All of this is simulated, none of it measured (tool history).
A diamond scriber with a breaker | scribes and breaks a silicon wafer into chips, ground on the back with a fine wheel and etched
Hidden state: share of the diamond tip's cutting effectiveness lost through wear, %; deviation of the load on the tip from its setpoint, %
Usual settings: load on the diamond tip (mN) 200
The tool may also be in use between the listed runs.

run   hour  load on the diamond tip (mN)  wafers since the last listed run  hours since the diamond tip was replaced  hours since the load on the tip was calibrated  incoming depth of the damage left on the back of the incoming wafer, um  depth of the median crack under the scribed line (µm)  chips rejected at inspection after the break (%)
  1      0                           200                                 0                                     502.3                                           593.4                                                                     0.52                                                   7.61                                               1.6
  2   14.2                           200                                32                                     516.5                                           607.6                                                                      0.4                                                   7.65                                              1.64
  3   29.9                           236                                36                                     532.2                                           623.3                                                                     0.66                                                   8.31                                              1.45
  4   43.1                           236                                30                                     545.4                                           636.5                                                                     0.55                                                   8.32                                              1.48
  5   58.9                           220                                36                                     561.2                                           652.3                                                                     0.44                                                   8.12                                              1.28
  6   73.1                           200                                32                                     575.4                                           666.5                                                                     0.35                                                   7.55                                              1.64
  7   90.2                           200                                39                                     592.5                                           683.6                                                                     0.79                                                    7.6                                              1.79
  8   99.3                           200                                21                                     601.6                                           692.7                                                                      0.7                                                   7.55                                              1.68
  9  115.8                           200                                38                                     618.1                                           709.2                                                                     0.74                                                   7.51                                              1.82
 10  127.5                           232                                27                                     629.8                                           720.9                                                                      0.7                                                   8.18                                              1.29
 11  144.9                           175                                40                                     647.2                                           738.3                                                                     0.67                                                   7.02                                              4.08
 12    161                           175                                37                                     663.3                                           754.4                                                                     0.48                                                   7.02                                              3.88
     166.1  -- load on the tip recalibrated
 13  176.2                           200                                30                                     678.5                                            10.1                                                                     0.53                                                   7.01                                              4.43
 14  190.7                           200                                33                                       693                                            24.6                                                                     0.68                                                    7.1                                               4.3
 15  202.8                           200                                28                                     705.1                                            36.7                                                                     0.39                                                   6.92                                              4.07
 16  215.6                           200                                29                                     717.9                                            49.5                                                                     0.33                                                   7.05                                              4.14
 17  233.3                           200                                41                                     735.6                                            67.2                                                                     0.53                                                    7.1                                              4.06
 18  242.6                           200                                21                                     744.9                                            76.5                                                                     0.34                                                   7.01                                              3.77
 19  251.1                           154                                19                                     753.4                                              85                                                                     0.77                                                   6.16                                             11.18
 20  264.8                           155                                31                                     767.1                                            98.7                                                                     0.71                                                   6.12                                             10.36
 21  281.7                           171                                39                                       784                                           115.6                                                                     0.42                                                   6.51                                              7.67
 22  289.8                           255                                18                                     792.1                                           123.7                                                                      0.4                                                   8.14                                              1.25
 23  305.1                           184                                35                                     807.4                                             139                                                                     0.78                                                    6.8                                               5.4
 24  322.7                           178                                40                                       825                                           156.6                                                                     0.53                                                   6.79                                              5.98
 25    329                           168                                14                                     831.3                                           162.9                                                                     0.68                                                   6.43                                              7.59
 26  337.9                           232                                20                                     840.2                                           171.8                                                                      0.5                                                   7.62                                              1.52
 27  352.8                           151                                34                                     855.1                                           186.7                                                                     0.65                                                   6.08                                              10.2
 28  368.9                           228                                37                                     871.2                                           202.8                                                                     0.76                                                   7.69                                              1.62
 29  379.4                           234                                24                                     881.7                                           213.3                                                                     0.77                                                   7.96                                              1.48
 30  394.9                           200                                36                                     897.2                                           228.8                                                                     0.59                                                    7.1                                              3.44
 31  406.4                           152                                26                                     908.7                                           240.3                                                                     0.33                                                   6.27                                             10.42
     414.4  -- diamond tip replaced by a new one
 32    416                           245                                17                                       1.6                                           249.9                                                                     0.47                                                   9.18                                              4.65
 33  424.6                           200                                19                                      10.2                                           258.5                                                                     0.75                                                   8.34                                              1.49
 34  435.3                           239                                24                                      20.9                                           269.2                                                                     0.33                                                   9.29                                              3.65
 35  444.3                           221                                20                                      29.9                                           278.2                                                                      0.8                                                   8.85                                              2.32
 36  450.9                           200                                15                                      36.5                                           284.8                                                                     0.65                                                    8.2                                              1.33
 37  461.5                           256                                24                                      47.1                                           295.4                                                                      0.4                                                   9.46                                              4.82
 38  478.6                           230                                39                                      64.2                                           312.5                                                                     0.37                                                   8.94                                              2.72
 39  493.9                           160                                35                                      79.5                                           327.8                                                                     0.76                                                   7.24                                              2.69
 40    511                           179                                39                                      96.6                                           344.9                                                                      0.8                                                   7.62                                              1.64
 41  523.7                           200                                29                                     109.3                                           357.6                                                                     0.55                                                   8.25                                              1.31

Run 42 comes next. What will it give?
 42  537.2                           258                                31                                     122.8                                           371.1                                                                      0.5                                                      ?                                                 ?

depth of the median crack under the scribed line (µm): 9.33
chips rejected at inspection after the break (%): 4.44
Without the tool's hidden state the same run would have given depth of the median crack under the scribed line (µm) 9.25, chips rejected at inspection after the break (%) 4.11.

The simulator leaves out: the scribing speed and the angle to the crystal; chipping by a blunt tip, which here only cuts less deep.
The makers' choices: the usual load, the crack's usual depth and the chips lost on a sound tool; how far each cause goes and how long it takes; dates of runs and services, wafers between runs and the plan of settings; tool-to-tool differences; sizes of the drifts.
